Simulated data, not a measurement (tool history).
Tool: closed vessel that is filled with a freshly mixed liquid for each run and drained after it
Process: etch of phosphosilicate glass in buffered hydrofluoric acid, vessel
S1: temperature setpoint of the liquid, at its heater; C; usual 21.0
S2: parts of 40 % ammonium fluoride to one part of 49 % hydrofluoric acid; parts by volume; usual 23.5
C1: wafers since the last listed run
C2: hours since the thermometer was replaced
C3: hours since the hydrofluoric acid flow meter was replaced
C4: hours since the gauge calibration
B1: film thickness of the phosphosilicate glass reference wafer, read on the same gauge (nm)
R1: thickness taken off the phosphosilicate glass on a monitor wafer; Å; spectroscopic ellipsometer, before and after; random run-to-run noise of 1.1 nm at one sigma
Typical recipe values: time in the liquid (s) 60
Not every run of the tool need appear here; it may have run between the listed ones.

Run 1, hour 0.0: usual settings; C1 0; C2 118.0; C3 717.3; C4 1421.1; B1 122.33. Result: R1 1388.5 Å.
Run 2, hour 75.7: usual settings; C1 7599; C2 193.7; C3 793.0; C4 1496.8; B1 122.47. Result: R1 1395.3 Å.
Run 3, hour 171.8: usual settings; C1 9647; C2 289.8; C3 889.1; C4 1592.9; B1 122.65. Result: R1 1374.6 Å.
Run 4, hour 245.8: usual settings; C1 7428; C2 363.8; C3 963.1; C4 1666.9; B1 122.79. Result: R1 1398.4 Å.
Run 5, hour 338.5: usual settings; C1 9305; C2 456.5; C3 1055.8; C4 1759.6; B1 122.98. Result: R1 1409.5 Å.
Run 6, hour 416.4: usual settings; C1 7820; C2 534.4; C3 1133.7; C4 1837.5; B1 123.13. Result: R1 1411.8 Å.
Run 7, hour 466.7: usual settings; C1 5049; C2 584.7; C3 1184.0; C4 1887.8; B1 123.24. Result: R1 1394.7 Å.
Run 8, hour 506.6: usual settings but S1 24.0 C; C1 4005; C2 624.6; C3 1223.9; C4 1927.7; B1 123.30. Result: R1 1663.1 Å.
Run 9, hour 605.0: usual settings; C1 9877; C2 723.0; C3 1322.3; C4 2026.1; B1 123.48. Result: R1 1408.7 Å.
At hour 655.0: thermometer replaced.
Run 10, hour 693.7: usual settings; C1 8803; C2 38.7; C3 1411.0; C4 2114.8; B1 123.63. Result: R1 1400.3 Å.
Run 11, hour 743.6: usual settings; C1 5009; C2 88.6; C3 1460.9; C4 2164.7; B1 123.71. Result: R1 1433.5 Å.
Run 12, hour 796.8: usual settings but S1 24.5 C, time in the liquid (s) 45; C1 5340; C2 141.8; C3 1514.1; C4 2217.9; B1 123.82. Result: R1 1291.0 Å.
Run 13, hour 868.6: usual settings but S1 24.5 C, time in the liquid (s) 45; C1 7207; C2 213.6; C3 1585.9; C4 2289.7; B1 123.99. Result: R1 1279.7 Å.
Run 14, hour 924.4: usual settings but S1 24.5 C, time in the liquid (s) 45; C1 5601; C2 269.4; C3 1641.7; C4 2345.5; B1 124.07. Result: R1 1299.9 Å.
Run 15, hour 985.7: usual settings but time in the liquid (s) 40; C1 6153; C2 330.7; C3 1703.0; C4 2406.8; B1 124.21. Result: R1 933.9 Å.
Run 16, hour 1091.4: usual settings; C1 10610; C2 436.4; C3 1808.7; C4 2512.5; B1 124.38. Result: R1 1418.1 Å.
Run 17, hour 1150.7: usual settings but S1 17.0 C, S2 20.0 parts by volume, time in the liquid (s) 35; C1 5952; C2 495.7; C3 1868.0; C4 2571.8; B1 124.49. Result: R1 738.4 Å.
At hour 1198.3: hydrofluoric acid flow meter replaced.
Run 18, hour 1228.0: usual settings but S1 18.5 C, time in the liquid (s) 75; C1 7659; C2 573.0; C3 29.7; C4 2649.1; B1 124.66. Result: R1 1520.4 Å.
At hour 1299.3: thermometer replaced.
Run 19, hour 1527.0: usual settings but S1 17.0 C, S2 28.5 parts by volume, time in the liquid (s) 35; C1 29914; C2 227.7; C3 328.7; C4 2948.1; B1 125.21. Result: R1 581.2 Å.
Run 20, hour 1628.3: usual settings but S2 30.0 parts by volume, time in the liquid (s) 85; C1 10169; C2 329.0; C3 430.0; C4 3049.4; B1 125.42. Result: R1 1689.9 Å.

Run 21, settings as shown, results not yet in. Your forecast:
Run 21, hour 1715.3: usual settings; C1 8733; C2 416.0; C3 517.0; C4 3136.4; B1 ?. Result: R1 ?.

{"run 21": {"B1": 125.55, "R1": 1409.8}}
With the hidden condition absent and the run-to-run variation left alone, this run would have shown R1 1347.4 Å.
